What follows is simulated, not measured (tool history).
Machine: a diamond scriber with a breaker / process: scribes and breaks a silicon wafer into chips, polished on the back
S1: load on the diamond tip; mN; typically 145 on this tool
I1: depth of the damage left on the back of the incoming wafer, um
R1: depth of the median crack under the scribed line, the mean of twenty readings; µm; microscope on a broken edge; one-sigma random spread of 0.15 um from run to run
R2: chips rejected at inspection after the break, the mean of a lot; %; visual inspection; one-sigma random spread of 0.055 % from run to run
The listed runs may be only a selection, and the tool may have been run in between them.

run 1 hour=0 | S1=145 | I1=0.03 | R1=8.12 R2=1.25
run 2 hour=12 | S1=145 | I1=0.02 | R1=7.77 R2=1.23
run 3 hour=37.3 | S1=145 | I1=0.02 | R1=7.93 R2=1.39
run 4 hour=49.7 | S1=157 | I1=0.05 | R1=8.28 R2=0.82
run 5 hour=66.1 | S1=145 | I1=0.03 | R1=7.86 R2=1.47
run 6 hour=80.7 | S1=145 | I1=0.03 | R1=7.73 R2=1.81
run 7 hour=95.2 | S1=145 | I1=0.05 | R1=7.77 R2=1.97
run 8 hour=104.9 | S1=145 | I1=0.01 | R1=7.63 R2=2.23
run 9 hour=121.4 | S1=145 | I1=0.02 | R1=7.65 R2=2.68
run 10 hour=138 | S1=120 | I1=0.03 | R1=6.77 R2=10.92
run 11 hour=153 | S1=120 | I1=0.04 | R1=6.6 R2=11.75
run 12 hour=167.3 | S1=127 | I1=0.04 | R1=6.58 R2=8.85
-- hour=171.7 diamond tip replaced by a new one
run 13 hour=184.1 | S1=145 | I1=0.02 | R1=6.57 R2=10.24
run 14 hour=195.1 | S1=145 | I1=0.03 | R1=6.42 R2=10.08
run 15 hour=207.8 | S1=174 | I1=0.04 | R1=7.6 R2=3.55
-- hour=210.6 load on the tip recalibrated
run 16 hour=220.2 | S1=145 | I1=0.04 | R1=6.57 R2=11.18
run 17 hour=232.9 | S1=145 | I1=0.04 | R1=6.43 R2=12
run 18 hour=239.8 | S1=169 | I1=0.02 | R1=7.48 R2=4.3
run 19 hour=257 | S1=169 | I1=0.05 | R1=7.31 R2=4.1
run 20 hour=269.9 | S1=169 | I1=0.02 | R1=7.47 R2=4.15
-- hour=289.8 diamond tip replaced by a new one, repeated, since the last time left the tool worse
run 21 hour=307.2 | S1=145 | I1=0.04 | R1=8.28 R2=0.77
run 22 hour=321 | S1=145 | I1=0.05 | R1=8.49 R2=0.73
run 23 hour=330.2 | S1=145 | I1=0.02 | R1=8.47 R2=0.92
run 24 hour=340.9 | S1=145 | I1=0.05 | R1=8.37 R2=0.74
run 25 hour=353.1 | S1=171 | I1=0.05 | R1=9.33 R2=2.79
run 26 hour=367.1 | S1=176 | I1=0.02 | R1=9.53 R2=3.8
run 27 hour=378.5 | S1=145 | I1=0.04 | R1=8.45 R2=0.84
run 28 hour=389 | S1=129 | I1=0.05 | R1=7.74 R2=2.69
run 29 hour=403.6 | S1=168 | I1=0.02 | R1=9.38 R2=2.09
run 30 hour=415.1 | S1=169 | I1=0.02 | R1=9.2 R2=2.22
run 31 hour=424.3 | S1=175 | I1=0.02 | R1=9.55 R2=3.19
run 32 hour=435 | S1=162 | I1=0.01 | R1=8.97 R2=1.38
run 33 hour=447.3 | S1=131 | I1=0.03 | R1=7.6 R2=2.35
run 34 hour=459.1 | S1=157 | I1=0.03 | R1=8.71 R2=1.01
run 35 hour=498 | S1=108 | I1=0.02 | R1=6.84 R2=11.11
run 36 hour=511.9 | S1=167 | I1=0.05 | R1=9.02 R2=1.31
run 37 hour=522.8 | S1=145 | I1=0.02 | R1=8.1 R2=1.38
run 38 hour=537 | S1=170 | I1=0.01 | R1=8.64 R2=1.37
run 39 hour=546.4 | S1=125 | I1=0.03 | R1=6.95 R2=5.75
run 40 hour=560.1 | S1=182 | I1=0.05 | R1=9.47 R2=1.95
run 41 hour=593.6 | S1=158 | I1=0.04 | R1=8.29 R2=0.98
run 42 hour=601.8 | S1=105 | I1=0.03 | R1=6.1 R2=17.75
run 43 hour=611.9 | S1=184 | I1=0.04 | R1=9.12 R2=1.74

Each row is a separate what-if for the run after 43, all from the same tool condition, not one after another. Results?
run A hour=612.5 | S1=145 | I1=0.05 | R1=? R2=?
run B hour=612.5 | S1=124 | I1=0.05 | R1=? R2=?
run C hour=612.5 | S1=177 | I1=0.05 | R1=? R2=?

run=A R1=7.54 R2=2.45
run=B R1=6.74 R2=8.09
run=C R1=8.69 R2=1.15
Had the tool no hidden state, the same runs would have come out as:
run=A R1=8.32 R2=0.83
run=B R1=7.43 R2=2.96
run=C R1=9.58 R2=4.18
